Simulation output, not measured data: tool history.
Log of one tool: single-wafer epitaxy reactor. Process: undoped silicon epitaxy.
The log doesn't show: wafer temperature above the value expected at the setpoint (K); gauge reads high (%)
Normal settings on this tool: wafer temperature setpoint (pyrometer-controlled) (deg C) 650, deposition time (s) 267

run     day  wafer temperature setpoint (pyrometer-controlled) (deg C)  deposition time (s)  wafers since the last listed run  hours since the last pyrometer calibration  hours since the gauge calibration  read-back reference wafer on the same gauge, thickness_nm  mean film thickness on the monitor wafer (Å)
  1   0.000                                                        650                  286                                 0                                      1900.9                              178.1                                                     45.446                                        428.94
  2   2.958                                                        650                  307                               307                                      1971.9                              249.1                                                     45.382                                        459.73
  3   4.054                                                        650                  307                               114                                      1998.2                              275.4                                                     45.387                                        460.15
  4   5.254                                                        650                  307                               124                                      2027.0                              304.2                                                     45.347                                        459.02
  5   6.729                                                        643                  267                               153                                      2062.4                              339.6                                                     45.298                                        335.99
  6   9.633                                                        650                  267                               302                                      2132.1                              409.3                                                     45.310                                        398.76
  7  11.025                                                        650                  267                               144                                      2165.5                              442.7                                                     45.304                                        397.94
  8  12.567                                                        650                  267                               160                                      2202.5                              479.7                                                     45.240                                        397.38
  9  15.192                                                        662                  303                               273                                      2265.5                              542.7                                                     45.241                                        597.71
 10  17.850                                                        640                  281                               276                                      2329.3                              606.5                                                     45.221                                        327.58
 11  20.346                                                        655                  311                               259                                      2389.2                              666.4                                                     45.213                                        521.79
     21.308  -- gauge calibrated
     22.008  -- pyrometer calibrated
 12  22.496                                                        642                  306                               188                                        11.7                               28.5                                                     45.831                                        381.60
 13  25.279                                                        663                  290                               289                                        78.5                               95.3                                                     45.701                                        593.89
 14  27.258                                                        659                  285                               205                                       126.0                              142.8                                                     45.597                                        532.75
 15  28.792                                                        650                  267                               159                                       162.8                              179.6                                                     45.541                                        401.51

Here are 4 independent what-if runs from the current tool condition. What would each one return?
  A  28.812                                                        650                  293                                 2                                       163.3                              180.1                                                          ?                                             ?
  B  28.812                                                        662                  297                                 2                                       163.3                              180.1                                                          ?                                             ?
  C  28.812                                                        635                  236                                 2                                       163.3                              180.1                                                          ?                                             ?
  D  28.812                                                        656                  220                                 2                                       163.3                              180.1                                                          ?                                             ?

run  read-back reference wafer on the same gauge, thickness_nm  mean film thickness on the monitor wafer (Å)
  A                                                     45.546                                        438.23
  B                                                     45.546                                        591.09
  C                                                     45.546                                        244.08
  D                                                     45.546                                        379.95
The same runs, with their run-to-run variation unchanged, on a tool lacking any hidden condition would have given:
run  mean film thickness on the monitor wafer (Å)
  A                                        440.56
  B                                        594.24
  C                                        245.38
  D                                        381.98

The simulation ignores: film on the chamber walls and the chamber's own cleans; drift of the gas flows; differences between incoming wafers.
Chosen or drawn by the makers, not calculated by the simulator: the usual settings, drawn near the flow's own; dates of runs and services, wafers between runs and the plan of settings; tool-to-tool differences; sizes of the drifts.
